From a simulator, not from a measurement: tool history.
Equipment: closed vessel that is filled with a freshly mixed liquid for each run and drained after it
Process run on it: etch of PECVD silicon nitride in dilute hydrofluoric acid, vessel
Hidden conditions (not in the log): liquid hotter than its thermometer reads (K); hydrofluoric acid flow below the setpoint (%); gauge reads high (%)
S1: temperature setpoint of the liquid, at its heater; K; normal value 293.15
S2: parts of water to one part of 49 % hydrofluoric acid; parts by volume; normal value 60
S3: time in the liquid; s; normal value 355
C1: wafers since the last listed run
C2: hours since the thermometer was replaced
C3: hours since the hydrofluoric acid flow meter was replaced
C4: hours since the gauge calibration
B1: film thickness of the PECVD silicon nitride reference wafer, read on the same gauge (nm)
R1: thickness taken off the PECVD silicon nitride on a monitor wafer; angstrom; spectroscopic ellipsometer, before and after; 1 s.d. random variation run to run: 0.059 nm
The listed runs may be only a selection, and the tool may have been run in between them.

Run 1, hour 0.0: usual settings but S3 420 s; C1 0; C2 973.8; C3 913.6; C4 1083.5; B1 129.99. Result: R1 194.6 angstrom.
At hour 51.6: thermometer replaced.
Run 2, hour 58.4: usual settings but S3 420 s; C1 3891; C2 6.8; C3 972.0; C4 1141.9; B1 130.01. Result: R1 195.1 angstrom.
At hour 99.8: hydrofluoric acid flow meter replaced.
Run 3, hour 103.1: usual settings but S3 420 s; C1 2962; C2 51.5; C3 3.3; C4 1186.6; B1 130.03. Result: R1 192.1 angstrom.
Run 4, hour 164.7: usual settings but S1 295.15 K, S3 450 s; C1 4176; C2 113.1; C3 64.9; C4 1248.2; B1 130.00. Result: R1 234.2 angstrom.
Run 5, hour 291.2: usual settings; C1 8576; C2 239.6; C3 191.4; C4 1374.7; B1 130.00. Result: R1 161.9 angstrom.
Run 6, hour 315.8: usual settings; C1 1667; C2 264.2; C3 216.0; C4 1399.3; B1 130.01. Result: R1 161.7 angstrom.
Run 7, hour 371.0: usual settings; C1 3742; C2 319.4; C3 271.2; C4 1454.5; B1 130.00. Result: R1 159.9 angstrom.
Run 8, hour 426.6: usual settings; C1 3769; C2 375.0; C3 326.8; C4 1510.1; B1 129.98. Result: R1 160.2 angstrom.
Run 9, hour 490.4: usual settings; C1 4325; C2 438.8; C3 390.6; C4 1573.9; B1 130.00. Result: R1 160.3 angstrom.
Run 10, hour 523.0: usual settings but S1 296.15 K, S2 85 parts by volume, S3 260 s; C1 2210; C2 471.4; C3 423.2; C4 1606.5; B1 130.00. Result: R1 102.6 angstrom.
Run 11, hour 571.4: usual settings but S3 420 s; C1 3281; C2 519.8; C3 471.6; C4 1654.9; B1 130.00. Result: R1 191.0 angstrom.
Run 12, hour 602.7: usual settings but S1 290.15 K, S2 40 parts by volume, S3 525 s; C1 2121; C2 551.1; C3 502.9; C4 1686.2; B1 129.99. Result: R1 286.3 angstrom.
At hour 618.6: hydrofluoric acid flow meter replaced, repeated, since the last time left the tool worse.
Run 13, hour 672.6: usual settings but S3 280 s; C1 4671; C2 621.0; C3 54.0; C4 1756.1; B1 130.00. Result: R1 132.0 angstrom.
At hour 701.5: gauge calibrated.
Run 14, hour 708.1: usual settings; C1 2406; C2 656.5; C3 89.5; C4 6.6; B1 130.00. Result: R1 168.1 angstrom.
Run 15, hour 750.4: usual settings but S1 295.15 K, S2 40 parts by volume, S3 410 s; C1 2867; C2 698.8; C3 131.8; C4 48.9; B1 130.00. Result: R1 327.6 angstrom.
Run 16, hour 776.3: usual settings but S1 291.65 K, S2 80 parts by volume, S3 485 s; C1 1755; C2 724.7; C3 157.7; C4 74.8; B1 130.02. Result: R1 155.6 angstrom.
Run 17, hour 837.8: usual settings but S2 75 parts by volume; C1 4169; C2 786.2; C3 219.2; C4 136.3; B1 130.01. Result: R1 134.0 angstrom.
Run 18, hour 901.3: usual settings but S2 50 parts by volume, S3 150 s; C1 4304; C2 849.7; C3 282.7; C4 199.8; B1 129.99. Result: R1 84.4 angstrom.
Run 19, hour 926.8: usual settings but S1 290.15 K, S2 85 parts by volume, S3 445 s; C1 1728; C2 875.2; C3 308.2; C4 225.3; B1 130.01. Result: R1 121.8 angstrom.
At hour 971.2: thermometer replaced.
Run 20, hour 989.0: usual settings; C1 4149; C2 17.8; C3 370.4; C4 287.5; B1 130.01. Result: R1 167.4 angstrom.
Run 21, hour 1023.0: usual settings but S1 295.15 K, S3 270 s; C1 2305; C2 51.8; C3 404.4; C4 321.5; B1 130.02. Result: R1 144.9 angstrom.
Run 22, hour 1048.3: usual settings but S1 290.15 K, S2 75 parts by volume, S3 520 s; C1 1715; C2 77.1; C3 429.7; C4 346.8; B1 130.00. Result: R1 158.6 angstrom.
Run 23, hour 1083.5: usual settings; C1 2386; C2 112.3; C3 464.9; C4 382.0; B1 130.01. Result: R1 166.9 angstrom.
Run 24, hour 1153.1: usual settings but S1 290.15 K, S2 35 parts by volume; C1 4718; C2 181.9; C3 534.5; C4 451.6; B1 130.00. Result: R1 225.3 angstrom.
Run 25, hour 1204.2: usual settings but S1 296.15 K; C1 3464; C2 233.0; C3 585.6; C4 502.7; B1 130.01. Result: R1 203.0 angstrom.
Run 26, hour 1274.4: usual settings but S1 290.15 K, S2 80 parts by volume, S3 255 s; C1 4759; C2 303.2; C3 655.8; C4 572.9; B1 130.02. Result: R1 72.9 angstrom.
Run 27, hour 1338.5: usual settings but S1 294.65 K, S2 50 parts by volume; C1 4345; C2 367.3; C3 719.9; C4 637.0; B1 130.00. Result: R1 219.9 angstrom.
Run 28, hour 1396.9: usual settings; C1 3959; C2 425.7; C3 778.3; C4 695.4; B1 130.02. Result: R1 164.6 angstrom.
Run 29, hour 1451.7: usual settings but S2 35 parts by volume, S3 205 s; C1 3715; C2 480.5; C3 833.1; C4 750.2; B1 129.99. Result: R1 162.3 angstrom.
Run 30, hour 1511.3: usual settings; C1 4040; C2 540.1; C3 892.7; C4 809.8; B1 129.98. Result: R1 164.9 angstrom.
Run 31, hour 1562.1: usual settings but S1 290.15 K, S2 50 parts by volume; C1 3443; C2 590.9; C3 943.5; C4 860.6; B1 130.00. Result: R1 159.2 angstrom.
Run 32, hour 1619.8: usual settings but S2 50 parts by volume, S3 455 s; C1 3911; C2 648.6; C3 1001.2; C4 918.3; B1 130.00. Result: R1 252.2 angstrom.
At hour 1635.6: hydrofluoric acid flow meter replaced.
Run 33, hour 1655.2: usual settings but S3 190 s; C1 2332; C2 684.0; C3 19.6; C4 953.7; B1 130.03. Result: R1 89.6 angstrom.

What if the next run were any one of these 3? Each begins from the tool's condition after run 33:
Run A, hour 1655.9: usual settings; C1 47; C2 684.7; C3 20.3; C4 954.4; B1 ?. Result: R1 ?.
Run B, hour 1655.9: usual settings but S1 295.15 K, S2 75 parts by volume; C1 47; C2 684.7; C3 20.3; C4 954.4; B1 ?. Result: R1 ?.
Run C, hour 1655.9: usual settings but S2 50 parts by volume, S3 555 s; C1 47; C2 684.7; C3 20.3; C4 954.4; B1 ?. Result: R1 ?.

run      B1     R1
  A  129.99  167.1
  B  129.99  154.0
  C  129.99  311.9
What these runs would have given with no unlogged condition in the tool:
run     R1
  A  167.3
  B  154.3
  C  312.4
